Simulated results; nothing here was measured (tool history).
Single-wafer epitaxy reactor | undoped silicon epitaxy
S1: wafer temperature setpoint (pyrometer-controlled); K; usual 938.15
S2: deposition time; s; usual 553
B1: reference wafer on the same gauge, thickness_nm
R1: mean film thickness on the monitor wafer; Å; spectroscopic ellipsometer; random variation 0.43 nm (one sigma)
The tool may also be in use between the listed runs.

Run 1, hour 0.0: usual settings; B1 153.987. Result: R1 1406.56 Å.
Run 2, hour 9.7: usual settings; B1 154.013. Result: R1 1406.58 Å.
Run 3, hour 27.3: usual settings; B1 154.003. Result: R1 1402.11 Å.
Run 4, hour 40.5: usual settings; B1 154.075. Result: R1 1405.49 Å.
Run 5, hour 51.3: usual settings; B1 154.028. Result: R1 1411.10 Å.
Run 6, hour 60.7: usual settings; B1 153.796. Result: R1 1416.23 Å.
Run 7, hour 73.7: usual settings; B1 153.964. Result: R1 1410.47 Å.
Run 8, hour 85.2: usual settings; B1 154.016. Result: R1 1410.30 Å.
Run 9, hour 93.2: usual settings; B1 154.107. Result: R1 1414.19 Å.
Run 10, hour 104.6: usual settings; B1 153.930. Result: R1 1414.45 Å.
Run 11, hour 121.2: usual settings; B1 153.848. Result: R1 1411.44 Å.
Run 12, hour 138.0: usual settings; B1 154.132. Result: R1 1412.89 Å.
Run 13, hour 154.2: usual settings but S1 944.15 K, S2 472 s; B1 154.061. Result: R1 1341.36 Å.
Run 14, hour 165.4: usual settings but S1 944.15 K, S2 472 s; B1 153.886. Result: R1 1345.40 Å.
Run 15, hour 195.5: usual settings but S1 952.15 K, S2 655 s; B1 153.985. Result: R1 2175.18 Å.
Run 16, hour 212.9: usual settings but S1 946.15 K, S2 461 s; B1 153.856. Result: R1 1361.46 Å.
Run 17, hour 230.8: usual settings but S1 951.15 K; B1 153.974. Result: R1 1780.03 Å.
At hour 244.6: pyrometer calibrated.
Run 18, hour 245.9: usual settings; B1 153.888. Result: R1 1291.36 Å.
At hour 251.1: gauge calibrated.
Run 19, hour 260.4: usual settings; B1 154.214. Result: R1 1287.79 Å.
Run 20, hour 267.9: usual settings but S1 945.15 K, S2 647 s; B1 154.160. Result: R1 1722.44 Å.
Run 21, hour 284.8: usual settings but S1 929.15 K, S2 443 s; B1 154.117. Result: R1 879.11 Å.
Run 22, hour 294.5: usual settings but S1 950.15 K, S2 509 s; B1 154.148. Result: R1 1483.15 Å.
Run 23, hour 338.7: usual settings but S1 952.15 K, S2 449 s; B1 154.058. Result: R1 1369.14 Å.
Run 24, hour 351.3: usual settings but S1 951.15 K, S2 524 s; B1 153.961. Result: R1 1571.85 Å.
Run 25, hour 368.6: usual settings but S1 928.15 K, S2 460 s; B1 153.924. Result: R1 907.47 Å.

Measured less the same run without the tool's hidden state. The same run-to-run variation is in both; the gauge's scatter may not be:
The hidden state here: wafer temperature above the value expected at the setpoint (K); gauge reads high (%).
run       R1
  1  +112.20
  2  +112.34
  3  +112.21
  4  +112.66
  5  +113.25
  6  +113.78
  7  +113.49
  8  +113.62
  9  +114.03
 10  +114.19
 11  +114.15
 12  +114.46
 13  +107.68
 14  +108.13
 15  +172.85
 16  +109.53
 17  +142.16
 18    -8.39
 19    -5.88
 20    -6.09
 21    -1.26
 22    -0.26
 23    +6.96
 24   +10.28
 25    +8.03
